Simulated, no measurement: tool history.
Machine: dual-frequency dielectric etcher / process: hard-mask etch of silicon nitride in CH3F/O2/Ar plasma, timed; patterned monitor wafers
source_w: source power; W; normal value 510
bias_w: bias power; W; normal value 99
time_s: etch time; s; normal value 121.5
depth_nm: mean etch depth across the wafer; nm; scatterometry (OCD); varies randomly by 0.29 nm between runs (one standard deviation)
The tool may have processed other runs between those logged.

run    hour  source_w  bias_w  time_s  wafers since the last listed run  hours since the last wet clean  hours since the last source power generator calibration  hours since the last bias power generator calibration  hours since the last upper electrode change  hours since the gauge calibration  read-back reference wafer on the same gauge, depth_nm  depth_nm
  1       0       510      79   121.5                                 0                             0.5                                                   2654.5                                                 2989.9                                       3666.1                             1426.4                                                     81      90.9
  2    20.7       510      99   121.5                               190                            21.2                                                   2675.2                                                 3010.6                                       3686.8                             1447.1                                                     81      99.7
  3    51.2       510      99   121.5                               280                            51.7                                                   2705.7                                                 3041.1                                       3717.3                             1477.6                                                     81     100.7
  4   265.6       510      99   121.5                              1971                           266.1                                                   2920.1                                                 3255.5                                       3931.7                               1692                                                   80.9      99.7
  5     326       510      99   121.5                               555                           326.5                                                   2980.5                                                 3315.9                                       3992.1                             1752.4                                                     81     100.2
      373.4  -- wet clean of the chamber
  6   373.9       510      99   121.5                               219                             0.5                                                   3028.4                                                 3363.8                                         4040                             1800.3                                                     81     100.1
  7     405       420      99   121.5                               286                            31.6                                                   3059.5                                                 3394.9                                       4071.1                             1831.4                                                   81.1      95.3
  8   447.9       480      99   121.5                               394                            74.5                                                   3102.4                                                 3437.8                                         4114                             1874.3                                                   80.9      98.3
  9   488.7       480      99   121.5                               375                           115.3                                                   3143.2                                                 3478.6                                       4154.8                             1915.1                                                   80.9      98.7
 10     514       440      99    98.5                               232                           140.6                                                   3168.5                                                 3503.9                                       4180.1                             1940.4                                                     81      78.1
      541.9  -- gauge calibrated
 11   557.7       440      99    98.5                               401                           184.3                                                   3212.2                                                 3547.6                                       4223.8                               15.8                                                   81.1      78.2
 12   584.8       440      99    98.5                               249                           211.4                                                   3239.3                                                 3574.7                                       4250.9                               42.9                                                     81      78.3
      614.2  -- bias power generator calibrated
 13   626.8       510      79   121.5                               349                           253.4                                                   3281.3                                                   12.6                                       4292.9                               84.9                                                     81      91.3
 14   681.8       510      99     100                               505                           308.4                                                   3336.3                                                   67.6                                       4347.9                              139.9                                                     81      82.4
 15   720.3       620      81     137                               354                           346.9                                                   3374.8                                                  106.1                                       4386.4                              178.4                                                     81     110.4
      767.7  -- upper electrode replaced
 16   783.3       560      77     156                               358                           409.9                                                   3437.8                                                  169.1                                         15.6                              241.4                                                   81.1     119.2
      813.7  -- wet clean of the chamber
 17   814.1       620     123   101.5                                62                             0.4                                                   3468.6                                                  199.9                                         46.4                              272.2                                                   80.9        97
 18   866.3       510      85      87                               480                            52.6                                                   3520.8                                                  252.1                                         98.6                              324.4                                                     81      67.1
      885.2  -- source power generator calibrated
 19   921.5       510      99   121.5                               470                           107.8                                                     36.3                                                  307.3                                        153.8                              379.6                                                   81.1     100.3
 20   958.3       390     110    92.5                               338                           144.6                                                     73.1                                                  344.1                                        190.6                              416.4                                                     81      74.3
 21  1026.1       510      99   121.5                               623                           212.4                                                    140.9                                                  411.9                                        258.4                              484.2                                                   80.9     100.1
 22  1167.2       510     120     131                              1297                           353.5                                                      282                                                    553                                        399.5                              625.3                                                     81     117.3

The next listed run, before its measurement:
 23  1199.9       510     123     110                               300                           386.2                                                    314.7                                                  585.7                                        432.2                                658                                                      ?         ?

read-back reference wafer on the same gauge, depth_nm: 81.1
depth_nm: 98.9 nm
The same run, on a tool lacking any hidden state, would have yielded depth_nm 98.9 nm.
